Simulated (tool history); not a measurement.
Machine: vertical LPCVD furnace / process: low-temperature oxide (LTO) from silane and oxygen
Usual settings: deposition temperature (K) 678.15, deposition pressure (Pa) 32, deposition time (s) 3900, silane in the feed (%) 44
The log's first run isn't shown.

run,hour,deposition temperature (K),deposition pressure (Pa),deposition time (s),silane in the feed (%),wafers since the last listed run,hours since the last temperature calibration,hours since the pressure gauge was zeroed,hours since the silane flow controller was replaced,hours since the gauge calibration,"read-back reference wafer on the same gauge, thickness",film thickness on the monitor wafer in the middle of the boat (Å)
2,25.2,678.15,32,3900,44,367,2985.2,942.1,1353.1,1177,780.29,7846.7
3,57.2,678.15,32,3900,44,466,3017.2,974.1,1385.1,1209,780.44,7856.5
4,124.6,678.15,32,3900,44,981,3084.6,1041.5,1452.5,1276.4,780.4,7901.3
5,159.5,678.15,36,3900,44,508,3119.5,1076.4,1487.4,1311.3,781.94,8879.6
6,189,678.15,36,3900,44,429,3149,1105.9,1516.9,1340.8,781.62,8836.2
7,224.9,686.15,32,3900,44,522,3184.9,1141.8,1552.8,1376.7,780.03,8549.7
# hour 265.3: thermocouples replaced and temperature profile calibrated
8,291.4,686.15,32,3900,44,619,26.1,1208.3,1619.3,1443.2,781.72,8233.2
9,334.8,686.15,32,3900,44,632,69.5,1251.7,1662.7,1486.6,780.49,8256.1
10,393.6,678.15,32,3900,44,856,128.3,1310.5,1721.5,1545.4,780.72,7582.8
11,420.9,678.15,32,3900,44,397,155.6,1337.8,1748.8,1572.7,781.22,7579.7
12,489.7,678.15,39.3,3900,44,1002,224.4,1406.6,1817.6,1641.5,781.48,9316.1
13,546.7,667.15,32,4290,39,830,281.4,1463.6,1874.6,1698.5,781.2,6511.8
14,617.6,678.15,32,3900,44,1032,352.3,1534.5,1945.5,1769.4,781.4,7638.6
15,646.9,678.15,32,3900,44,426,381.6,1563.8,1974.8,1798.7,779.86,7584.2
16,687.3,678.15,32,3900,44,588,422,1604.2,2015.2,1839.1,782.64,7612.9
17,712.3,678.15,26.7,3900,49,364,447,1629.2,2040.2,1864.1,780.53,6983.4
# hour 762.7: pressure gauge zeroed
18,763.2,678.15,32,3900,44,391,497.9,0.5,2091.1,1915,782.44,7609.2
19,768.7,684.15,24.7,3900,44,80,503.4,6,2096.6,1920.5,781.54,6304
# hour 811.7: gauge calibrated
20,940.7,678.15,37.3,3900,41,2505,675.4,178,2268.6,129,780.61,8278
21,984,678.15,32,3240,44,630,718.7,221.3,2311.9,172.3,780.95,6403.5
22,1016.1,678.15,32,3900,44,467,750.8,253.4,2344,204.4,781.39,7663

Forecast run 23:
23,1065.7,678.15,24,3900,44,722,800.4,303,2393.6,254,?,?

Run 23 produced read-back reference wafer on the same gauge, thickness 781.84, film thickness on the monitor wafer in the middle of the boat (Å) 5722.
Were there no unlogged condition in the tool, this run, its random variation unchanged, would have produced film thickness on the monitor wafer in the middle of the boat (Å) 5544.6.
